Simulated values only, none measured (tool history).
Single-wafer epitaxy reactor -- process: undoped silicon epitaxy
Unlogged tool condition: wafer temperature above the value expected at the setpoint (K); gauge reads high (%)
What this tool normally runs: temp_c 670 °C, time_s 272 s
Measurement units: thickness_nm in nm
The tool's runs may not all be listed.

run	hour	temp_c	time_s	wafers since the last listed run	hours since the last pyrometer calibration	hours since the gauge calibration	read-back reference wafer on the same gauge, thickness_nm	thickness_nm
1	0	670	272	0	1299.7	1276.5	65.942	70.155
2	62.3	670	272	338	1362	1338.8	65.91	70.481
3	242.8	670	272	980	1542.5	1519.3	65.938	70.445
4	344.1	670	272	550	1643.8	1620.6	65.855	70.547
5	442.9	670	272	536	1742.6	1719.4	65.911	70.145
6	502.2	670	272	322	1801.9	1778.7	65.915	70.392
7	554.7	670	272	285	1854.4	1831.2	65.893	69.907
8	612.4	670	272	313	1912.1	1888.9	65.851	70.306
9	715.9	670	272	562	2015.6	1992.4	65.926	70.435
10	796.1	670	272	435	2095.8	2072.6	65.83	69.923
11	882.9	670	272	471	2182.6	2159.4	65.882	70.265
12	924.7	682	284	227	2224.4	2201.2	65.918	93.262
13	970.7	670	237	249	2270.4	2247.2	65.972	60.826
# hour 1016.3: gauge calibrated
14	1195.4	670	237	1221	2495.1	179.1	65.925	60.762
15	1286.4	670	272	494	2586.1	270.1	65.834	69.772
16	1346.5	670	272	326	2646.2	330.2	65.903	69.475
17	1401.2	678	272	297	2700.9	384.9	65.936	82.068
18	1453.7	678	272	285	2753.4	437.4	65.935	82.293
19	1546.4	678	272	503	2846.1	530.1	65.904	81.661
20	1691	670	272	785	2990.7	674.7	65.882	69.193
21	1797	663	240	576	3096.7	780.7	65.931	53.572
22	1894.4	665	249	529	3194.1	878.1	65.904	58.143
# hour 1919.1: pyrometer calibrated
23	1988.6	676	242	468	69.5	972.3	65.965	73.933
24	2028.3	664	272	215	109.2	1012	65.963	65.161
25	2088.4	678	272	326	169.3	1072.1	65.861	87.048
26	2158	681	293	378	238.9	1141.7	65.959	98.877
27	2210.7	657	272	286	291.6	1194.4	65.931	56.789
28	2273.3	670	272	340	354.2	1257	65.926	73.854
29	2367.4	661	321	511	448.3	1351.1	65.93	73.229
# hour 2438.8: pyrometer calibrated, repeated, since the last time left the tool worse
30	2469.2	678	286	509	30.4	1452.9	65.97	87.995
31	2568.3	670	272	538	129.5	1552	65.909	71.244
32	2636.1	678	325	368	197.3	1619.8	65.845	99.77
33	2693.3	670	272	310	254.5	1677	65.932	71.205
34	2750.9	670	308	313	312.1	1734.6	65.933	80.468
35	2812.3	665	293	333	373.5	1796	65.872	69.005
36	2875.2	670	322	341	436.4	1858.9	65.881	83.864
37	2967.7	670	226	502	528.9	1951.4	65.897	58.753
38	3005.8	656	272	207	567	1989.5	65.932	53.109

What the log doesn't show, run by run:
gauge reads high (%): 0, the same for each run
H1: wafer temperature above the value expected at the setpoint (K)
run	H1
1	-0.529
2	-0.552
3	-0.617
4	-0.654
5	-0.69
6	-0.712
7	-0.731
8	-0.752
9	-0.789
10	-0.818
11	-0.85
12	-0.865
13	-0.882
14	-0.963
15	-0.996
16	-1.02
17	-1.04
18	-1.06
19	-1.09
20	-1.14
21	-1.18
22	-1.22
23	1.92
24	1.9
25	1.88
26	1.86
27	1.84
28	1.81
29	1.78
30	-0.196
31	-0.232
32	-0.257
33	-0.277
34	-0.298
35	-0.321
36	-0.344
37	-0.377
38	-0.391
